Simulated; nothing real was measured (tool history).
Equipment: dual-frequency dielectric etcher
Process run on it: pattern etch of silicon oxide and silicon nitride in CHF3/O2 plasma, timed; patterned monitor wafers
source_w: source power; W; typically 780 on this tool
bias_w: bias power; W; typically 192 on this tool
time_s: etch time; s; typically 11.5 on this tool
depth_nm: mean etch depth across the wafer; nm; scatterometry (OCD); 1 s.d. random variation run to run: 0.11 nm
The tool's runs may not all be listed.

run    hour  source_w  bias_w  time_s  read-back reference wafer on the same gauge, depth_nm  depth_nm
  1     0.0       780     192    11.5                                                  19.62     18.10
  2    98.1       780     192    11.5                                                  19.69     18.33
  3   156.2       780     192    11.5                                                  19.78     18.35
      215.7  -- wet clean of the chamber
  4   223.5       780     171    11.5                                                  19.75     17.51
  5   277.2       780     171    11.5                                                  19.71     17.47
  6   367.1       780     171    11.5                                                  19.72     17.55
  7   431.4       710     192    11.5                                                  19.74     17.39
  8   543.8       710     192    11.5                                                  19.71     17.29
  9   620.1       880     192    11.5                                                  19.70     19.13
 10   718.2       780     192     8.5                                                  19.68     13.39
      738.9  -- source power generator calibrated
 11   805.2       780     192    11.5                                                  19.70     18.48
      912.9  -- wet clean of the chamber
 12   913.4       780     192    11.5                                                  19.70     18.68
 13  1003.1       780     192    11.5                                                  19.72     18.65
 14  1074.4       780     192    11.5                                                  19.76     18.71
 15  1129.5       860     162     9.0                                                  19.71     14.79
 16  1235.3       690     230    14.0                                                  19.69     22.65
 17  1297.2       640     209    13.0                                                  19.72     20.21
 18  1340.9       950     218    12.5                                                  19.70     22.76
     1428.2  -- wet clean of the chamber, repeated, since the last time left the tool worse
 19  1440.9       950     221     9.5                                                  19.73     16.73
     1510.4  -- upper electrode replaced
 20  1510.9       780     226    11.5                                                  19.71     18.57
     1523.5  -- bias power generator calibrated
 21  1545.0       960     192    10.0                                                  19.67     17.15
 22  1636.7       710     192    11.5                                                  19.72     17.16
     1671.8  -- gauge calibrated
 23  1737.7       780     192    11.5                                                  19.77     18.28
 24  1822.8       860     162     9.0                                                  19.70     14.38
 25  1860.9       600     166    10.0                                                  19.68     13.71
 26  1918.2       720     192     8.5                                                  19.63     13.02
     1964.8  -- wet clean of the chamber
 27  2007.6       930     153    11.5                                                  19.72     18.54
 28  2073.2       650     232    13.0                                                  19.75     19.46
 29  2117.1       780     206    15.0                                                  19.65     24.02

Below are 3 alternative next runs, each starting from the tool's condition after run 29. Predict each:
  A  2117.5       780     192    11.5                                                      ?         ?
  B  2117.5       780     210    11.5                                                      ?         ?
  C  2117.5       780     151     9.5                                                      ?         ?

run  read-back reference wafer on the same gauge, depth_nm  depth_nm
  A                                                  19.66     17.88
  B                                                  19.66     18.22
  C                                                  19.66     14.10
With the hidden condition removed and each run's random variation left untouched, the same runs would have given:
run  depth_nm
  A     17.77
  B     18.11
  C     14.01
